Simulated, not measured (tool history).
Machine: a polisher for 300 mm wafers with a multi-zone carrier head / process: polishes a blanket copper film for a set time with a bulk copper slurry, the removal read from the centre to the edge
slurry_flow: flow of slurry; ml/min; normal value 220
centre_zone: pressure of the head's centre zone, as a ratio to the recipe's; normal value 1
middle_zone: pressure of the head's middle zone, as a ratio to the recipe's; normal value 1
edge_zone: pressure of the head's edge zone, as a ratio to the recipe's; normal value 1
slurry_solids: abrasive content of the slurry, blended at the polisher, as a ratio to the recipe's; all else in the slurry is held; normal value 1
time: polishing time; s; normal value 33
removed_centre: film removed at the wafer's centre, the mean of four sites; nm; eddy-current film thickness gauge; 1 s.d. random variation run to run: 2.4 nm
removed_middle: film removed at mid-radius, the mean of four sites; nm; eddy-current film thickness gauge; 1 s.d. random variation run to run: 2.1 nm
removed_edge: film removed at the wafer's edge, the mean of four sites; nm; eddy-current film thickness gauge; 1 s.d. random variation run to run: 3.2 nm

run	hour	slurry_flow	centre_zone	middle_zone	edge_zone	slurry_solids	time	wafers since the last listed run	wafers polished on this pad	hours since the slurry nozzle was cleaned	hours since the centre zone pressure was calibrated	hours since the edge zone pressure was calibrated	hours since the carrier head's membrane was replaced	incoming thickness of the incoming film, nm	removed_centre	removed_middle	removed_edge
1	0	220	1	1	0.91	1.1	33	0	382	258.6	600.6	26.4	439.1	3082.9	214.2	219.6	206.2
2	7.3	220	1	1	1	1	33	61	443	265.9	607.9	33.7	446.4	3112.8	209.8	214.9	211.2
3	21.9	220	1	1	1	1	33	122	566	280.5	622.5	48.3	461	3083	209.2	216.1	214.4
4	31.9	220	1	1	1	1	33	84	650	290.5	632.5	58.3	471	3092.8	213.1	218.3	215.7
5	47.2	220	1	1	1	1	33	128	779	305.8	647.8	73.6	486.3	3029	215	219.2	211.9
# hour 92: worn pad replaced by a new one
6	100.6	165	1	1	1.08	1	33	415	72	359.2	701.2	127	539.7	3090.5	200.8	207.9	210.5
7	108.7	220	1	1	1	1	33	68	140	367.3	709.3	135.1	547.8	3067.4	215.1	213.7	214
8	122.1	275	0.95	1	0.94	1	33	112	253	380.7	722.7	148.5	561.2	3075.8	206.2	221.8	205.6
9	134.9	170	1	0.97	1	1.15	23	107	360	393.5	735.5	161.3	574	3126.6	145.1	143.5	147.6
# hour 147.7: carrier head's membrane replaced by a new one
10	149.3	220	0.97	1	1	0.7	33	79	439	407.9	749.9	175.7	1.6	3114.8	190.4	201.1	201.1
11	167.7	220	1.07	0.92	1	1	28	154	594	426.3	768.3	194.1	20	3089.5	192.7	169.8	183
12	177.9	165	1.05	1	0.94	1	33	85	680	436.5	778.5	204.3	30.2	3093.3	212.9	209.4	198.4
13	195.2	245	1.12	1	0.97	1	33	145	825	453.8	795.8	221.6	47.5	3065.8	243	216.8	207.2
# hour 202.1: centre zone pressure recalibrated
# hour 205.9: slurry nozzle cleaned
14	212.5	220	1	1	1	1	33	120	946	6.6	10.4	238.9	64.8	3092.3	214.5	216.2	212.1
15	225.2	220	0.91	0.96	1	1.3	25	106	1053	19.3	23.1	251.6	77.5	3098.7	155.2	167	169
# hour 238.1: worn pad replaced by a new one
16	240.9	220	1	0.89	0.88	0.8	43	98	23	35	38.8	267.3	93.2	3075.2	258.4	246.2	252.2
17	249.3	145	1	1.1	1	1	38	70	94	43.4	47.2	275.7	101.6	3144.2	225.2	249.2	235.3
18	294.7	175	1	1	1	1	33	381	476	88.8	92.6	321.1	147	3061.3	204.4	209.4	213.3
19	309.9	220	1.08	1	1	1	33	127	603	104	107.8	336.3	162.2	3042.1	228.4	216.6	212.8
20	318.5	220	1	1	1	0.75	22	72	676	112.6	116.4	344.9	170.8	3136.8	133.7	136.9	136.6
21	324.6	220	1	1	1	1	29	51	727	118.7	122.5	351	176.9	3129.4	190.3	189.3	185.1
22	338	220	1	1	1	1	33	112	840	132.1	135.9	364.4	190.3	3043.3	210.2	218.9	214.5

4 options for the next run, each taken on its own from the tool as it stands now. Forecast them:
A	338.4	220	1	1	1.05	1	33	3	843	132.5	136.3	364.8	190.7	3100.3	?	?	?
B	338.4	220	1	1	1	1.25	33	3	843	132.5	136.3	364.8	190.7	3100.3	?	?	?
C	338.4	160	1	0.89	1	1.15	28	3	843	132.5	136.3	364.8	190.7	3100.3	?	?	?
D	338.4	275	1	1.04	1	1.1	42	3	843	132.5	136.3	364.8	190.7	3100.3	?	?	?

run	removed_centre	removed_middle	removed_edge
A	211.1	212.9	220.2
B	221	222.9	225.1
C	173.8	160.1	181
D	282.4	293.5	284.6
What these runs would have given with no unlogged condition in the tool:
run	removed_centre	removed_middle	removed_edge
A	211.1	212.9	220.2
B	221	222.9	225.1
C	173.8	160.1	181
D	282.4	293.5	284.6
